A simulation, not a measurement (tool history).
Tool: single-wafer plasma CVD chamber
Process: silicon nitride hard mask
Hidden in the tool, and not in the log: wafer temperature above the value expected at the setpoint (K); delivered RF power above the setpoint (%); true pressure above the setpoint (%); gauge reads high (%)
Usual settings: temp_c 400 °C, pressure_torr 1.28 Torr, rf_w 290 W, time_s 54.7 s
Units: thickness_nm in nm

run	day	temp_c	pressure_torr	rf_w	time_s	wafers since the last listed run	hours since the last thermocouple change	hours since the last RF generator calibration	hours since the last manometer calibration	hours since the showerhead was replaced	hours since the gauge calibration	read-back reference wafer on the same gauge, thickness_nm	thickness_nm
1	0.000	400	1.28	290	54.7	0	1532.4	474.4	427.9	5707.5	3660.9	64.791	62.088
2	3.262	400	1.28	290	54.7	2227	1610.7	552.7	506.2	5785.8	3739.2	64.797	62.147
3	6.892	400	1.28	290	54.7	2477	1697.8	639.8	593.3	5872.9	3826.3	64.817	62.219
# day 9.396: capacitance manometer re-zeroed and calibrated, repeated, since the last time left the tool worse
4	11.888	392	1.56	275	48.1	3183	1817.7	759.7	59.8	5992.8	3946.2	64.835	53.451
5	14.871	400	1.40	290	64.8	2036	1889.3	831.3	131.4	6064.4	4017.8	64.824	72.794
6	18.300	400	1.28	290	54.7	2341	1971.6	913.6	213.7	6146.7	4100.1	64.836	60.537
7	22.592	400	1.58	290	54.7	2930	2074.6	1016.6	316.7	6249.7	4203.1	64.783	64.698
8	25.042	400	1.43	290	54.7	1672	2133.4	1075.4	375.5	6308.5	4261.9	64.797	62.366
# day 25.704: thermocouple changed; heater temperature recalibrated
# day 27.354: showerhead replaced
9	27.375	400	1.28	290	54.7	1137	40.1	1131.4	431.5	0.5	4317.9	64.804	60.602
10	30.129	400	1.28	290	54.7	1880	106.2	1197.5	497.6	66.6	4384.0	64.816	60.397
11	33.217	408	0.98	330	63.4	2107	180.3	1271.6	571.7	140.7	4458.1	64.821	72.136
12	35.721	400	1.15	290	62.7	1709	240.4	1331.7	631.8	200.8	4518.2	64.740	67.446
13	38.138	400	1.28	275	54.7	1649	298.4	1389.7	689.8	258.8	4576.2	64.877	57.411
14	41.175	386	1.45	345	60.4	2073	371.3	1462.6	762.7	331.7	4649.1	64.798	81.682
15	52.883	400	1.28	320	54.7	7993	652.3	1743.6	1043.7	612.7	4930.1	64.787	66.693
# day 54.417: RF generator calibrated
16	54.829	400	1.28	290	54.7	1100	699.0	9.9	1090.4	659.4	4976.8	64.825	60.458

Forecast run 17:
17	58.221	393	1.50	235	54.7	2315	780.4	91.3	1171.8	740.8	5058.2	?	?

{"run 17": {"read-back reference wafer on the same gauge, thickness_nm": 64.823, "thickness_nm": 51.127}}
Without the tool's hidden state the same run would have given thickness_nm 50.693 nm.
